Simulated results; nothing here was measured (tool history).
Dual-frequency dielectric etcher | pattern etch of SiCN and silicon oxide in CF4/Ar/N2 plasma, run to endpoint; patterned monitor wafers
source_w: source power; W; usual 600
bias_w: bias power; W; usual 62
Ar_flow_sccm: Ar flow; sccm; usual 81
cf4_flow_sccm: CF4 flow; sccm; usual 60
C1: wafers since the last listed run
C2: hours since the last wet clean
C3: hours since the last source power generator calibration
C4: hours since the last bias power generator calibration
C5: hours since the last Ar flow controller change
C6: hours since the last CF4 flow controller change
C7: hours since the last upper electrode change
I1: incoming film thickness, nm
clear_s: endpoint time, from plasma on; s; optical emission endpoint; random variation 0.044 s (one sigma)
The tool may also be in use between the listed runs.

{"run": 1, "hour": 0.0, "source_w": 600, "bias_w": 62, "Ar_flow_sccm": 81, "cf4_flow_sccm": 60, "C1": 0, "C2": 62.3, "C3": 3521.3, "C4": 4295.9, "C5": 4057.1, "C6": 2731.6, "C7": 4821, "I1": 9.15, "clear_s": 8.4}
{"run": 2, "hour": 86.1, "source_w": 600, "bias_w": 62, "Ar_flow_sccm": 81, "cf4_flow_sccm": 60, "C1": 1083, "C2": 148.4, "C3": 3607.4, "C4": 4382, "C5": 4143.2, "C6": 2817.7, "C7": 4907.1, "I1": 9.09, "clear_s": 8.3}
{"run": 3, "hour": 138.1, "source_w": 600, "bias_w": 62, "Ar_flow_sccm": 81, "cf4_flow_sccm": 60, "C1": 654, "C2": 200.4, "C3": 3659.4, "C4": 4434, "C5": 4195.2, "C6": 2869.7, "C7": 4959.1, "I1": 9.2, "clear_s": 8.3}
{"run": 4, "hour": 242.4, "source_w": 600, "bias_w": 62, "Ar_flow_sccm": 81, "cf4_flow_sccm": 60, "C1": 1312, "C2": 304.7, "C3": 3763.7, "C4": 4538.3, "C5": 4299.5, "C6": 2974, "C7": 5063.4, "I1": 9.27, "clear_s": 8.3}
{"run": 5, "hour": 298.9, "source_w": 600, "bias_w": 62, "Ar_flow_sccm": 81, "cf4_flow_sccm": 65, "C1": 711, "C2": 361.2, "C3": 3820.2, "C4": 4594.8, "C5": 4356, "C6": 3030.5, "C7": 5119.9, "I1": 9.19, "clear_s": 8}
{"hour": 358.8, "done": "bias power generator calibrated"}
{"run": 6, "hour": 359.3, "source_w": 600, "bias_w": 62, "Ar_flow_sccm": 81, "cf4_flow_sccm": 65, "C1": 709, "C2": 421.6, "C3": 3880.6, "C4": 0.5, "C5": 4416.4, "C6": 3090.9, "C7": 5180.3, "I1": 9.21, "clear_s": 7.9}
{"hour": 369.2, "done": "CF4 flow controller replaced"}
{"run": 7, "hour": 398.2, "source_w": 600, "bias_w": 62, "Ar_flow_sccm": 81, "cf4_flow_sccm": 69, "C1": 414, "C2": 460.5, "C3": 3919.5, "C4": 39.4, "C5": 4455.3, "C6": 29, "C7": 5219.2, "I1": 9.15, "clear_s": 7.8}
{"hour": 409.2, "done": "source power generator calibrated"}
{"hour": 440.3, "done": "wet clean of the chamber"}
{"hour": 498.8, "done": "upper electrode replaced"}
{"run": 8, "hour": 504.7, "source_w": 700, "bias_w": 62, "Ar_flow_sccm": 64, "cf4_flow_sccm": 69, "C1": 686, "C2": 64.4, "C3": 95.5, "C4": 145.9, "C5": 4561.8, "C6": 135.5, "C7": 5.9, "I1": 9.22, "clear_s": 6.9}
{"run": 9, "hour": 546.4, "source_w": 470, "bias_w": 62, "Ar_flow_sccm": 75, "cf4_flow_sccm": 60, "C1": 524, "C2": 106.1, "C3": 137.2, "C4": 187.6, "C5": 4603.5, "C6": 177.2, "C7": 47.6, "I1": 9.11, "clear_s": 9.7}
{"run": 10, "hour": 607.0, "source_w": 600, "bias_w": 62, "Ar_flow_sccm": 81, "cf4_flow_sccm": 69, "C1": 762, "C2": 166.7, "C3": 197.8, "C4": 248.2, "C5": 4664.1, "C6": 237.8, "C7": 108.2, "I1": 9.21, "clear_s": 8.1}
{"run": 11, "hour": 662.9, "source_w": 600, "bias_w": 62, "Ar_flow_sccm": 81, "cf4_flow_sccm": 65, "C1": 703, "C2": 222.6, "C3": 253.7, "C4": 304.1, "C5": 4720, "C6": 293.7, "C7": 164.1, "I1": 9.31, "clear_s": 8.1}
{"hour": 706.9, "done": "Ar flow controller replaced"}
{"run": 12, "hour": 735.5, "source_w": 600, "bias_w": 76, "Ar_flow_sccm": 81, "cf4_flow_sccm": 60, "C1": 838, "C2": 295.2, "C3": 326.3, "C4": 376.7, "C5": 28.6, "C6": 366.3, "C7": 236.7, "I1": 9.24, "clear_s": 7.9}
{"run": 13, "hour": 784.6, "source_w": 600, "bias_w": 49, "Ar_flow_sccm": 81, "cf4_flow_sccm": 52, "C1": 618, "C2": 344.3, "C3": 375.4, "C4": 425.8, "C5": 77.7, "C6": 415.4, "C7": 285.8, "I1": 9.2, "clear_s": 8.7}
{"hour": 876.1, "done": "wet clean of the chamber"}
{"run": 14, "hour": 876.6, "source_w": 710, "bias_w": 62, "Ar_flow_sccm": 81, "cf4_flow_sccm": 60, "C1": 855, "C2": 0.5, "C3": 467.4, "C4": 517.8, "C5": 169.7, "C6": 507.4, "C7": 377.8, "I1": 9.24, "clear_s": 7.4}
{"run": 15, "hour": 956.7, "source_w": 600, "bias_w": 48, "Ar_flow_sccm": 72, "cf4_flow_sccm": 47, "C1": 1008, "C2": 80.6, "C3": 547.5, "C4": 597.9, "C5": 249.8, "C6": 587.5, "C7": 457.9, "I1": 9.22, "clear_s": 9.1}

What the log doesn't show, run by run:
source power that arrives over what is set, %: 0 in every run
bias power that arrives over what is set, %: 0 in every run
Ar flow that arrives over what is set, %: 0 in every run
CF4 flow that arrives over what is set, %: 0 in every run
H1: etch rate over this chamber's usual, %
run=1 H1=0.0435
run=2 H1=1.05
run=3 H1=1.66
run=4 H1=2.88
run=5 H1=3.54
run=6 H1=4.25
run=7 H1=4.7
run=8 H1=1.04
run=9 H1=1.53
run=10 H1=2.24
run=11 H1=2.89
run=12 H1=3.74
run=13 H1=4.32
run=14 H1=-0.353
run=15 H1=0.584

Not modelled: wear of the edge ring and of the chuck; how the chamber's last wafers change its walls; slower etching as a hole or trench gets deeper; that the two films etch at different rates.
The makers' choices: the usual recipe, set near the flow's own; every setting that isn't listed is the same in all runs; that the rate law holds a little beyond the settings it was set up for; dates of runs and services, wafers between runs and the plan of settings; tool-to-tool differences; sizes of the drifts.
